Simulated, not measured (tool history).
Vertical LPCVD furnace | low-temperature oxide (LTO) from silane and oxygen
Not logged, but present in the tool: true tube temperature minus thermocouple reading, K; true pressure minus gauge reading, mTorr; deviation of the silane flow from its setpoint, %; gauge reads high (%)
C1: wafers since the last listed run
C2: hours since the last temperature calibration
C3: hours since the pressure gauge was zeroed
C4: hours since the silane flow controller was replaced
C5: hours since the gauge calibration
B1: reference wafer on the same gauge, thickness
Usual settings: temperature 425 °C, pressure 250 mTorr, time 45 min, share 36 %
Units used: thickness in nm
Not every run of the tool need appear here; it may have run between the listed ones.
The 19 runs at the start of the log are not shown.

{"run": 20, "hour": 207.6, "temperature": 425, "pressure": 210, "time": 45, "share": 36, "C1": 125, "C2": 56.6, "C3": 84.5, "C4": 3331.1, "C5": 39.7, "B1": 588.91, "thickness": 456.91}
{"run": 21, "hour": 221.4, "temperature": 433, "pressure": 250, "time": 30.5, "share": 31, "C1": 206, "C2": 70.4, "C3": 98.3, "C4": 3344.9, "C5": 53.5, "B1": 588.86, "thickness": 330.22}
{"run": 22, "hour": 229.6, "temperature": 425, "pressure": 250, "time": 57, "share": 36, "C1": 122, "C2": 78.6, "C3": 106.5, "C4": 3353.1, "C5": 61.7, "B1": 589.25, "thickness": 689.28}
{"hour": 256.8, "done": "silane flow controller replaced"}
{"run": 23, "hour": 257.3, "temperature": 419, "pressure": 220, "time": 57, "share": 33, "C1": 55, "C2": 106.3, "C3": 134.2, "C4": 0.5, "C5": 89.4, "B1": 589.03, "thickness": 509.85}
{"run": 24, "hour": 261.7, "temperature": 425, "pressure": 250, "time": 45, "share": 36, "C1": 65, "C2": 110.7, "C3": 138.6, "C4": 4.9, "C5": 93.8, "B1": 588.87, "thickness": 544.28}
{"run": 25, "hour": 266.1, "temperature": 425, "pressure": 220, "time": 45, "share": 31, "C1": 65, "C2": 115.1, "C3": 143, "C4": 9.3, "C5": 98.2, "B1": 589.16, "thickness": 394.24}
{"run": 26, "hour": 279.7, "temperature": 425, "pressure": 250, "time": 45, "share": 36, "C1": 203, "C2": 128.7, "C3": 156.6, "C4": 22.9, "C5": 111.8, "B1": 589.13, "thickness": 543.85}
{"run": 27, "hour": 287.5, "temperature": 425, "pressure": 250, "time": 45, "share": 36, "C1": 116, "C2": 136.5, "C3": 164.4, "C4": 30.7, "C5": 119.6, "B1": 588.69, "thickness": 544.38}
{"run": 28, "hour": 303.2, "temperature": 415, "pressure": 195, "time": 45, "share": 36, "C1": 235, "C2": 152.2, "C3": 180.1, "C4": 46.4, "C5": 135.3, "B1": 588.71, "thickness": 381.67}
{"run": 29, "hour": 320.3, "temperature": 425, "pressure": 300, "time": 40, "share": 36, "C1": 256, "C2": 169.3, "C3": 197.2, "C4": 63.5, "C5": 152.4, "B1": 588.95, "thickness": 579.82}
{"run": 30, "hour": 331.6, "temperature": 420, "pressure": 250, "time": 45, "share": 36, "C1": 169, "C2": 180.6, "C3": 208.5, "C4": 74.8, "C5": 163.7, "B1": 588.87, "thickness": 517.47}
{"run": 31, "hour": 349.9, "temperature": 425, "pressure": 250, "time": 39, "share": 36, "C1": 274, "C2": 198.9, "C3": 226.8, "C4": 93.1, "C5": 182, "B1": 588.84, "thickness": 471.78}
{"run": 32, "hour": 380.6, "temperature": 425, "pressure": 250, "time": 45, "share": 36, "C1": 459, "C2": 229.6, "C3": 257.5, "C4": 123.8, "C5": 212.7, "B1": 588.89, "thickness": 544.63}

Consider 3 possible next runs. They are alternatives, not a sequence: every one starts from the tool as it was left by run 32. What does each give?
{"run": "A", "hour": 385.1, "temperature": 425, "pressure": 220, "time": 45, "share": 36, "C1": 67, "C2": 234.1, "C3": 262, "C4": 128.3, "C5": 217.2, "B1": "?", "thickness": "?"}
{"run": "B", "hour": 385.1, "temperature": 432, "pressure": 225, "time": 45, "share": 36, "C1": 67, "C2": 234.1, "C3": 262, "C4": 128.3, "C5": 217.2, "B1": "?", "thickness": "?"}
{"run": "C", "hour": 385.1, "temperature": 429, "pressure": 310, "time": 39, "share": 42, "C1": 67, "C2": 234.1, "C3": 262, "C4": 128.3, "C5": 217.2, "B1": "?", "thickness": "?"}

run=A B1=588.91 thickness=478.84
run=B B1=588.91 thickness=525.91
run=C B1=588.91 thickness=724.82
The same runs, with their run-to-run variation unchanged, on a tool lacking any hidden condition would have given:
run=A thickness=476.89
run=B thickness=523.81
run=C thickness=722.04
